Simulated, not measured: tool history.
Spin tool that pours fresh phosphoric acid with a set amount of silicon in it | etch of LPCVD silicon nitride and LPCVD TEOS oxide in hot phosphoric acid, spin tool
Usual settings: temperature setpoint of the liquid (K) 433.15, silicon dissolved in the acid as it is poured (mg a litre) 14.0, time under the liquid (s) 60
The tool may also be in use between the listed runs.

run	hour	temperature setpoint of the liquid (K)	silicon dissolved in the acid as it is poured (mg a litre)	time under the liquid (s)	wafers since the last listed run	hours since the thermometer was replaced	hours since the dissolved silicon flow meter was replaced	hours since the heated supply line was repaired	hours since the gauge calibration	read-back film thickness of the LPCVD silicon nitride reference wafer, read on the same gauge (nm)	thickness taken off the LPCVD silicon nitride on a monitor wafer (Å)
1	0.0	430.65	14.0	60	0	770.7	1946.4	1087.2	87.6	90.001	46.56
2	6.7	430.65	14.0	60	80	777.4	1953.1	1093.9	94.3	89.995	46.91
3	19.5	430.65	14.0	60	153	790.2	1965.9	1106.7	107.1	90.005	46.73
4	37.3	433.15	14.0	60	213	808.0	1983.7	1124.5	124.9	90.002	50.86
5	47.5	433.15	14.0	60	122	818.2	1993.9	1134.7	135.1	90.011	50.62
# hour 50.8: gauge calibrated
6	64.0	433.15	14.0	60	197	834.7	2010.4	1151.2	13.2	89.997	51.10
# hour 69.8: dissolved silicon flow meter replaced
7	75.0	433.15	14.0	60	119	845.7	5.2	1162.2	24.2	89.987	50.72
# hour 76.3: heated supply line repaired
8	87.0	435.65	14.0	60	131	857.7	17.2	10.7	36.2	89.993	55.70
9	102.1	433.15	14.0	90	180	872.8	32.3	25.8	51.3	89.988	76.22
10	110.8	433.15	14.0	60	104	881.5	41.0	34.5	60.0	89.985	51.16
# hour 118.3: thermometer replaced
11	126.5	431.15	14.0	75	176	8.2	56.7	50.2	75.7	89.993	54.87
12	133.8	430.15	14.0	45	87	15.5	64.0	57.5	83.0	89.995	31.97
13	141.0	433.15	14.0	60	86	22.7	71.2	64.7	90.2	90.003	47.26
14	158.7	435.15	14.0	60	211	40.4	88.9	82.4	107.9	90.010	50.65

Forecast each of these 5 alternatives for the next run:
A	159.1	433.15	14.0	80	4	40.8	89.3	82.8	108.3	?	?
B	159.1	435.65	23.0	70	4	40.8	89.3	82.8	108.3	?	?
C	159.1	434.15	24.5	85	4	40.8	89.3	82.8	108.3	?	?
D	159.1	433.15	14.0	85	4	40.8	89.3	82.8	108.3	?	?
E	159.1	434.15	23.0	30	4	40.8	89.3	82.8	108.3	?	?

run	read-back film thickness of the LPCVD silicon nitride reference wafer, read on the same gauge (nm)	thickness taken off the LPCVD silicon nitride on a monitor wafer (Å)
A	90.002	63.08
B	90.002	60.00
C	90.002	69.31
D	90.002	67.03
E	90.002	24.46
Without the tool's hidden state the same runs would have given:
run	thickness taken off the LPCVD silicon nitride on a monitor wafer (Å)
A	62.70
B	59.64
C	68.89
D	66.62
E	24.31
